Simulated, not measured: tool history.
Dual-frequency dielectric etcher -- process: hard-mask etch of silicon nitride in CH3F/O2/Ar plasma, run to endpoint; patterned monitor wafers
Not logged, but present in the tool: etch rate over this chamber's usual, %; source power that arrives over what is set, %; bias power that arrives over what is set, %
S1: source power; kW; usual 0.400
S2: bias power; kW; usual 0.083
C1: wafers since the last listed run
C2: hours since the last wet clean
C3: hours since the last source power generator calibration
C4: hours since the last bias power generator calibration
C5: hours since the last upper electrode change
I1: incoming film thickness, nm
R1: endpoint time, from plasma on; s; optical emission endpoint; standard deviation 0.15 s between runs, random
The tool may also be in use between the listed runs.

run,hour,S1,S2,C1,C2,C3,C4,C5,I1,R1
1,0.0,0.340,0.083,0,276.5,103.1,3222.5,2661.6,36.60,55.4
2,71.3,0.400,0.083,515,347.8,174.4,3293.8,2732.9,36.81,50.9
3,109.1,0.400,0.083,273,385.6,212.2,3331.6,2770.7,37.12,51.6
4,180.0,0.400,0.083,512,456.5,283.1,3402.5,2841.6,36.83,51.2
# hour 274.7: wet clean of the chamber
5,392.9,0.400,0.083,1366,118.2,496.0,3615.4,3054.5,36.70,50.8
6,439.8,0.400,0.083,339,165.1,542.9,3662.3,3101.4,36.59,50.7
7,492.7,0.400,0.083,382,218.0,595.8,3715.2,3154.3,36.66,51.2
8,566.4,0.400,0.092,533,291.7,669.5,3788.9,3228.0,37.08,49.2
9,654.8,0.400,0.083,639,380.1,757.9,3877.3,3316.4,37.26,51.9
10,698.2,0.400,0.083,313,423.5,801.3,3920.7,3359.8,36.75,51.1
11,759.3,0.400,0.083,441,484.6,862.4,3981.8,3420.9,37.19,51.8
12,819.0,0.400,0.083,431,544.3,922.1,4041.5,3480.6,36.34,50.5
# hour 913.1: wet clean of the chamber
# hour 973.5: upper electrode replaced
# hour 1043.3: bias power generator calibrated
13,1110.6,0.400,0.083,1733,197.5,1213.7,67.3,137.1,36.71,50.3
14,1160.2,0.400,0.083,358,247.1,1263.3,116.9,186.7,36.28,50.1
15,1254.0,0.400,0.083,678,340.9,1357.1,210.7,280.5,36.87,50.4
16,1342.8,0.400,0.083,642,429.7,1445.9,299.5,369.3,36.45,50.2
17,1381.2,0.400,0.083,277,468.1,1484.3,337.9,407.7,36.67,50.2
18,1457.0,0.370,0.065,548,543.9,1560.1,413.7,483.5,36.86,58.3
# hour 1497.3: wet clean of the chamber
19,1549.4,0.460,0.071,494,52.1,1652.5,506.1,575.9,36.82,50.4
20,1642.5,0.330,0.088,673,145.2,1745.6,599.2,669.0,36.91,55.4
# hour 1654.1: source power generator calibrated
21,1692.9,0.400,0.066,335,195.6,38.8,649.6,719.4,36.84,55.7
22,1952.5,0.400,0.083,1877,455.2,298.4,909.2,979.0,36.63,50.3
23,2030.7,0.310,0.063,565,533.4,376.6,987.4,1057.2,37.03,65.8
24,2090.4,0.430,0.083,431,593.1,436.3,1047.1,1116.9,36.78,48.5
# hour 2140.0: wet clean of the chamber
25,2153.8,0.400,0.083,284,13.8,499.7,1110.5,1180.3,37.02,50.4
26,2190.8,0.460,0.092,267,50.8,536.7,1147.5,1217.3,36.96,45.0
27,2230.6,0.310,0.067,287,90.6,576.5,1187.3,1257.1,36.69,63.6
28,2333.6,0.490,0.093,744,193.6,679.5,1290.3,1360.1,36.56,43.1
29,2383.1,0.480,0.074,358,243.1,729.0,1339.8,1409.6,36.40,47.7
30,2643.2,0.400,0.083,1881,503.2,989.1,1599.9,1669.7,36.82,50.5
31,2691.1,0.320,0.065,346,551.1,1037.0,1647.8,1717.6,37.09,63.9
# hour 2730.7: wet clean of the chamber
32,2731.2,0.460,0.100,116,0.5,1077.1,1687.9,1757.7,37.08,44.0
33,2827.5,0.320,0.072,696,96.8,1173.4,1784.2,1854.0,36.52,60.8
34,2875.6,0.360,0.092,347,144.9,1221.5,1832.3,1902.1,36.71,51.5

How the hidden state differs across the entries between the runs, from the last listed run before each to the first after it:
After run 4, before run 5: wet clean of the chamber (hour 274.7)
  source power that arrives over what is set, %: -0.485 -> -0.596; bias power that arrives over what is set, %: -3.78 -> -4.04
  measured result minus the result with no hidden state, R1: +1.0 -> +1.0 s
After run 12, before run 13: wet clean of the chamber (hour 913.1); upper electrode replaced (hour 973.5); bias power generator calibrated (hour 1043.3)
  source power that arrives over what is set, %: -1 -> -1.42; bias power that arrives over what is set, %: -4.57 -> -0.000291
  measured result minus the result with no hidden state, R1: +1.3 -> +0.3 s
After run 18, before run 19: wet clean of the chamber (hour 1497.3)
  source power that arrives over what is set, %: -2.07 -> -2.27; bias power that arrives over what is set, %: -0.428 -> -0.542
  measured result minus the result with no hidden state, R1: +0.8 -> +0.8 s
After run 20, before run 21: source power generator calibrated (hour 1654.1)
  source power that arrives over what is set, %: -2.48 -> -0.167; bias power that arrives over what is set, %: -0.657 -> -0.72
  measured result minus the result with no hidden state, R1: +0.9 -> +0.2 s
After run 24, before run 25: wet clean of the chamber (hour 2140.0)
  source power that arrives over what is set, %: -0.294 -> -0.334; bias power that arrives over what is set, %: -1.21 -> -1.29
  measured result minus the result with no hidden state, R1: +0.4 -> +0.3 s
After run 31, before run 32: wet clean of the chamber (hour 2730.7)
  source power that arrives over what is set, %: -0.889 -> -0.946; bias power that arrives over what is set, %: -1.95 -> -2
  measured result minus the result with no hidden state, R1: +0.8 -> +0.6 s
